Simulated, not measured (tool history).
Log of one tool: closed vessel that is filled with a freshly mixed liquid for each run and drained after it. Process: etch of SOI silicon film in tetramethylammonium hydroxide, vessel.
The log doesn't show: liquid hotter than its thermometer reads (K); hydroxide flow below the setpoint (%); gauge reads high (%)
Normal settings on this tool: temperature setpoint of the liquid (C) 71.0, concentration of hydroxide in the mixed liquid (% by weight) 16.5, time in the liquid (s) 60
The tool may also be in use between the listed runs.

run    hour  temperature setpoint of the liquid (C)  concentration of hydroxide in the mixed liquid (% by weight)  time in the liquid (s)  wafers since the last listed run  hours since the thermometer was replaced  hours since the hydroxide flow meter was replaced  hours since the gauge calibration  read-back film thickness of the SOI silicon film reference wafer, read on the same gauge (nm)  thickness taken off the SOI silicon film on a monitor wafer (Å)
  1     0.0                                    71.0                                                          16.5                      80                                 0                                     153.1                                              747.1                             1512.3                                                                                         149.98                                                           5519.4
  2    70.0                                    71.0                                                          16.5                      60                              5619                                     223.1                                              817.1                             1582.3                                                                                         150.02                                                           4202.5
  3   121.4                                    71.0                                                          16.5                      60                              4126                                     274.5                                              868.5                             1633.7                                                                                         149.94                                                           4186.6
  4   162.2                                    71.0                                                          16.5                      60                              3275                                     315.3                                              909.3                             1674.5                                                                                         150.02                                                           4172.8
  5   237.3                                    71.0                                                          16.5                      60                              6028                                     390.4                                              984.4                             1749.6                                                                                         150.04                                                           4183.5
  6   285.0                                    71.0                                                          16.5                      60                              3829                                     438.1                                             1032.1                             1797.3                                                                                         150.00                                                           4205.6
  7   333.2                                    71.0                                                          16.5                      60                              3869                                     486.3                                             1080.3                             1845.5                                                                                         150.02                                                           4209.9
  8   380.9                                    71.0                                                          16.5                      60                              3829                                     534.0                                             1128.0                             1893.2                                                                                         150.03                                                           4200.0
  9   455.5                                    71.0                                                          16.5                      60                              5988                                     608.6                                             1202.6                             1967.8                                                                                         150.02                                                           4221.0
 10   496.5                                    71.0                                                          16.5                      60                              3291                                     649.6                                             1243.6                             2008.8                                                                                         149.98                                                           4189.7
 11   539.5                                    71.0                                                          16.5                      60                              3451                                     692.6                                             1286.6                             2051.8                                                                                         150.01                                                           4162.5
 12   614.8                                    71.0                                                          16.5                      35                              6044                                     767.9                                             1361.9                             2127.1                                                                                         150.01                                                           2449.2
      681.1  -- thermometer replaced
 13   697.9                                    68.0                                                          16.5                      90                              6590                                      16.8                                             1445.0                             2210.2                                                                                         149.98                                                           5330.7
 14   796.7                                    71.0                                                          14.5                      50                              7930                                     115.6                                             1543.8                             2309.0                                                                                         150.00                                                           3763.0
 15   858.7                                    71.0                                                          16.5                      60                              4976                                     177.6                                             1605.8                             2371.0                                                                                         150.05                                                           4293.2
 16   936.4                                    71.0                                                          21.5                      60                              6237                                     255.3                                             1683.5                             2448.7                                                                                         150.02                                                           3819.9
 17  1038.7                                    77.0                                                          18.5                      85                              8211                                     357.6                                             1785.8                             2551.0                                                                                         150.01                                                           8233.0
     1040.0  -- gauge calibrated
 18  1094.6                                    71.0                                                          16.5                      60                              4487                                     413.5                                             1841.7                               54.6                                                                                         150.02                                                           4238.0
 19  1156.7                                    77.5                                                          19.0                      60                              4984                                     475.6                                             1903.8                              116.7                                                                                         150.00                                                           5897.7
 20  1203.5                                    65.0                                                          16.5                      80                              3756                                     522.4                                             1950.6                              163.5                                                                                         150.03                                                           3990.2
 21  1251.8                                    71.0                                                          13.0                      45                              3877                                     570.7                                             1998.9                              211.8                                                                                         149.94                                                           3597.3
     1261.9  -- hydroxide flow meter replaced
 22  1303.1                                    71.0                                                          13.0                      30                              4037                                     622.0                                               41.2                              263.1                                                                                         149.94                                                           2294.1
 23  1370.2                                    71.0                                                          12.0                      60                              5386                                     689.1                                              108.3                              330.2                                                                                         150.00                                                           4713.3
 24  1435.8                                    71.0                                                          16.5                      85                              5265                                     754.7                                              173.9                              395.8                                                                                         149.97                                                           5742.6
     1623.9  -- thermometer replaced
 25  1743.9                                    71.0                                                          16.5                      60                             24651                                     120.0                                              482.0                              703.9                                                                                         150.00                                                           4122.7
 26  1836.6                                    71.0                                                          16.5                      70                              7441                                     212.7                                              574.7                              796.6                                                                                         150.00                                                           4882.6
 27  1939.7                                    76.5                                                          16.5                      60                              8276                                     315.8                                              677.8                              899.7                                                                                         150.01                                                           5659.0
 28  2015.4                                    67.5                                                          12.0                      40                              6076                                     391.5                                              753.5                              975.4                                                                                         149.96                                                           2610.5
 29  2103.4                                    73.0                                                          11.5                      45                              7064                                     479.5                                              841.5                             1063.4                                                                                         149.98                                                           4085.6
 30  2149.1                                    66.0                                                          18.5                      90                              3668                                     525.2                                              887.2                             1109.1                                                                                         149.99                                                           4417.7
 31  2219.3                                    71.0                                                          11.5                      80                              5635                                     595.4                                              957.4                             1179.3                                                                                         149.98                                                           6500.0
 32  2307.9                                    71.0                                                          16.5                      60                              7112                                     684.0                                             1046.0                             1267.9                                                                                         149.98                                                           4172.4
     2462.2  -- thermometer replaced
 33  2572.5                                    68.0                                                          16.5                      30                             21159                                     110.3                                             1310.6                             1532.5                                                                                         149.98                                                           1764.9

Selected run-to-run steps in thickness taken off the SOI silicon film on a monitor wafer (Å), each split into two signed amounts: the part the tool would show with no hidden state at all (from settings, incoming material and random variation), and the remainder, which goes to the hidden state together with any gauge scatter not common to the measured and the hidden-state-free results:
Run 16 -> 17: temperature setpoint of the liquid (C) 71.0 -> 77.0, concentration of hydroxide in the mixed liquid (% by weight) 21.5 -> 18.5, time in the liquid (s) 60 -> 85. thickness taken off the SOI silicon film on a monitor wafer (Å) +4413.1: hidden state +180.0, all else +4233.1.
Run 17 -> 18: temperature setpoint of the liquid (C) 77.0 -> 71.0, concentration of hydroxide in the mixed liquid (% by weight) 18.5 -> 16.5, time in the liquid (s) 85 -> 60, gauge calibrated. thickness taken off the SOI silicon film on a monitor wafer (Å) -3995.0: hidden state -181.2, all else -3813.8.
Run 21 -> 22: time in the liquid (s) 45 -> 30, hydroxide flow meter replaced. thickness taken off the SOI silicon film on a monitor wafer (Å) -1303.2: hidden state -182.9, all else -1120.3.
Run 27 -> 28: temperature setpoint of the liquid (C) 76.5 -> 67.5, concentration of hydroxide in the mixed liquid (% by weight) 16.5 -> 12.0, time in the liquid (s) 60 -> 40. thickness taken off the SOI silicon film on a monitor wafer (Å) -3048.5: hidden state -50.1, all else -2998.4.

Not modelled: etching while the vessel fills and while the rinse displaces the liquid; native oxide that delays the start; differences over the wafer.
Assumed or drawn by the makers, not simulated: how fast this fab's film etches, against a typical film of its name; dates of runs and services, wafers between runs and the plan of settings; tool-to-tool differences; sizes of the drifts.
